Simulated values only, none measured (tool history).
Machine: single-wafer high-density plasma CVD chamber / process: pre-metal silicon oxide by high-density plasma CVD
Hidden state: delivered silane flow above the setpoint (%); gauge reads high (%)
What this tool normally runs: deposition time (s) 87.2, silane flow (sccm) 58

run	hour	deposition time (s)	silane flow (sccm)	wafers since the last listed run	hours since the silane flow controller was replaced	hours since the gauge calibration	read-back reference wafer on the same gauge, thickness_nm	mean film thickness on the monitor wafer (angstrom)
1	0.0	87.2	58	0	2717.6	422.8	457.125	5101.82
2	13.4	87.2	58	149	2731.0	436.2	456.655	5069.77
3	37.4	87.2	58	268	2755.0	460.2	456.966	5071.91
4	73.3	87.2	58	401	2790.9	496.1	457.140	5074.47
5	97.1	87.2	58	266	2814.7	519.9	457.063	5087.65
6	123.8	87.2	58	298	2841.4	546.6	456.931	5060.23
7	136.3	87.2	58	139	2853.9	559.1	456.939	5073.84
8	177.6	87.2	58	462	2895.2	600.4	457.051	5061.06
9	203.7	87.2	51	291	2921.3	626.5	456.796	4767.58
# hour 205.0: gauge calibrated
10	224.7	87.2	58	234	2942.3	19.7	456.835	5071.87
11	251.1	87.2	58	295	2968.7	46.1	456.970	5082.48
12	276.8	87.2	58	287	2994.4	71.8	456.997	5060.96
# hour 296.9: silane flow controller replaced
13	297.4	87.2	62	140	0.5	92.4	456.907	5376.11
14	305.5	87.2	62	90	8.6	100.5	456.854	5398.82
15	327.7	87.2	62	248	30.8	122.7	457.015	5370.00
16	342.8	98.2	52	168	45.9	137.8	457.357	5552.39
17	357.2	98.2	52	161	60.3	152.2	456.851	5544.58
18	373.5	98.2	52	182	76.6	168.5	456.783	5572.69
19	404.1	87.2	58	342	107.2	199.1	456.933	5212.07
20	419.6	87.2	58	173	122.7	214.6	457.203	5220.42
21	438.5	87.2	58	211	141.6	233.5	456.966	5202.11
22	453.6	94.2	67	168	156.7	248.6	457.195	6063.90
23	477.1	95.1	68	262	180.2	272.1	456.971	6184.35
24	504.6	100.9	58	307	207.7	299.6	456.543	6017.81
25	531.8	87.2	64	304	234.9	326.8	457.185	5500.91
26	555.3	77.7	69	262	258.4	350.3	456.686	5096.68
27	585.9	72.6	62	342	289.0	380.9	457.120	4495.44
28	613.8	94.8	53	312	316.9	408.8	456.845	5424.13
29	629.5	87.2	58	175	332.6	424.5	457.027	5213.99
30	660.1	87.2	58	342	363.2	455.1	456.976	5212.58
31	681.8	82.5	65	242	384.9	476.8	457.001	5231.43
32	699.9	87.2	58	202	403.0	494.9	457.199	5205.42
33	722.4	87.2	65	251	425.5	517.4	457.049	5535.72
34	750.0	72.8	65	308	453.1	545.0	457.147	4625.11
35	785.2	80.7	58	393	488.3	580.2	457.224	4834.70
# hour 802.2: gauge calibrated
36	802.3	87.2	58	191	505.4	0.1	457.376	5217.71
37	825.0	81.8	58	253	528.1	22.8	457.114	4881.56
38	859.6	87.2	58	387	562.7	57.4	457.239	5203.86
39	876.6	87.2	58	190	579.7	74.4	456.937	5191.71
40	894.9	104.2	58	204	598.0	92.7	457.073	6211.74
41	913.7	78.6	48	210	616.8	111.5	456.952	4265.81
42	949.2	95.3	58	397	652.3	147.0	456.921	5692.08
43	976.3	97.0	65	303	679.4	174.1	457.002	6161.41
44	994.4	76.1	69	202	697.5	192.2	456.746	4977.39
45	1080.8	72.5	49	966	783.9	278.6	456.691	3974.11

Run by run, hidden condition taken away, random variation retained:
run	mean film thickness on the monitor wafer (angstrom)
1	5211.52
2	5179.95
3	5184.23
4	5190.03
5	5205.65
6	5180.00
7	5195.07
8	5185.78
9	4887.36
10	5201.26
11	5214.66
12	5195.04
13	5369.37
14	5392.05
15	5363.29
16	5545.47
17	5537.69
18	5565.80
19	5205.71
20	5214.12
21	5195.90
22	6056.74
23	6177.21
24	6011.04
25	5494.92
26	5091.31
27	4490.93
28	5418.96
29	5209.19
30	5208.12
31	5227.20
32	5201.43
33	5531.79
34	4622.17
35	4832.10
36	5215.18
37	4879.53
38	5202.29
39	5190.44
40	6210.63
41	4265.34
42	5692.23
43	6162.24
44	4978.43
45	3976.47

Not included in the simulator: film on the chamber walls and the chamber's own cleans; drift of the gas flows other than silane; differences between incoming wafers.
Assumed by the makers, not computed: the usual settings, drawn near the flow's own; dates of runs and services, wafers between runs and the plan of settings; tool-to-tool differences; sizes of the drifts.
